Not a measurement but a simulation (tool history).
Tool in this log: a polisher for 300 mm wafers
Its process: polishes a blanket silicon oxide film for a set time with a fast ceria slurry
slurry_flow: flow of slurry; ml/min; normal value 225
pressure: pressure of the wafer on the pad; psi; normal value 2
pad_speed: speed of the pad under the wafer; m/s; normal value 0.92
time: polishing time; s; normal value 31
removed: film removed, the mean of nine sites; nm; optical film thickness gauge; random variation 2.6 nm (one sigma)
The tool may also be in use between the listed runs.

run    hour  slurry_flow  pressure  pad_speed  time  wafers since the last listed run  wafers polished on this pad  hours since the slurry nozzle was cleaned  hours since the head pressure was calibrated  incoming thickness of the incoming film, nm  removed
  1       0          225         2       0.92    31                                 0                         1299                                      525.4                                         128.8                                       1948.6    259.5
  2    65.8          225         2       0.92    31                               571                         1871                                      591.2                                         194.6                                         1937    248.5
       95.2  -- worn pad replaced by a new one
       96.1  -- slurry nozzle cleaned
  3     160          225         2       0.92    31                               775                          555                                       63.9                                         288.8                                       1918.6    257.5
  4   231.6          225         2       0.92    31                               622                         1177                                      135.5                                         360.4                                       1922.5    259.6
  5   315.4          225         2       0.76    31                               728                         1905                                      219.3                                         444.2                                       1918.4      216
      340.9  -- head pressure recalibrated
      346.3  -- worn pad replaced by a new one
  6   539.6          225         2       0.76    31                              1895                         1679                                      443.5                                         198.7                                       1936.1    203.9
  7   587.2          225         2       0.76    31                               413                         2092                                      491.1                                         246.3                                       1959.9    199.9
      610.6  -- worn pad replaced by a new one, repeated, since the last time left the tool worse
  8   682.7          225         2       0.92    31                               794                          626                                      586.6                                         341.8                                       1968.6    257.9
      689.5  -- slurry nozzle cleaned
  9     762          245         2       0.92    31                               680                         1306                                       72.5                                         421.1                                       1910.3    256.5
 10   804.6          170         2       0.92    31                               370                         1676                                      115.1                                         463.7                                         1938    246.7
 11   851.2          225         2       0.92    31                               404                         2081                                      161.7                                         510.3                                       1922.4    252.5
      885.2  -- worn pad replaced by a new one
      900.6  -- head pressure recalibrated
 12     954          190       2.4       0.62    28                               841                          580                                      264.5                                          53.4                                       1951.8    188.6
 13    1059          225         2       0.92    31                               912                         1492                                      369.5                                         158.4                                       1937.5    261.7
 14  1139.9          225         2       1.04    23                               702                         2195                                      450.4                                         239.3                                         1929    207.4
     1147.7  -- worn pad replaced by a new one
 15    1178          155         2        1.2    35                               296                          263                                      488.5                                         277.4                                       1969.3    354.5
 16  1224.5          225         2       0.92    31                               403                          667                                        535                                         323.9                                       1927.7    260.2
 17  1315.4          205       1.4       0.84    21                               789                         1456                                      625.9                                         414.8                                       1950.8    127.9
     1359.3  -- slurry nozzle cleaned
 18  1380.4          225       2.4       0.92    31                               556                         2013                                       21.1                                         479.8                                       1946.7    280.7

A few steps of removed between consecutive runs. Split each: what settings, incoming material and random variation would produce without the hidden state, and what is left over for the hidden state, along with gauge scatter present in only one of the two compared results (measured, and without hidden state):
Hidden conditions of the tool in this case: removal rate lost through wear of the pad, %; slurry flow missing at the pad, %; deviation of the head's pressure from its setpoint, %.
Run 7 -> 8: pad_speed 0.76 -> 0.92, worn pad replaced by a new one, repeated, since the last time left the tool worse. removed +58 nm: hidden state +22, all else +36.
Run 17 -> 18: slurry_flow 205 -> 225, pressure 1.4 -> 2.4, pad_speed 0.84 -> 0.92, time 21 -> 31, slurry nozzle cleaned. removed +152.8 nm: hidden state -8.1, all else +160.9.

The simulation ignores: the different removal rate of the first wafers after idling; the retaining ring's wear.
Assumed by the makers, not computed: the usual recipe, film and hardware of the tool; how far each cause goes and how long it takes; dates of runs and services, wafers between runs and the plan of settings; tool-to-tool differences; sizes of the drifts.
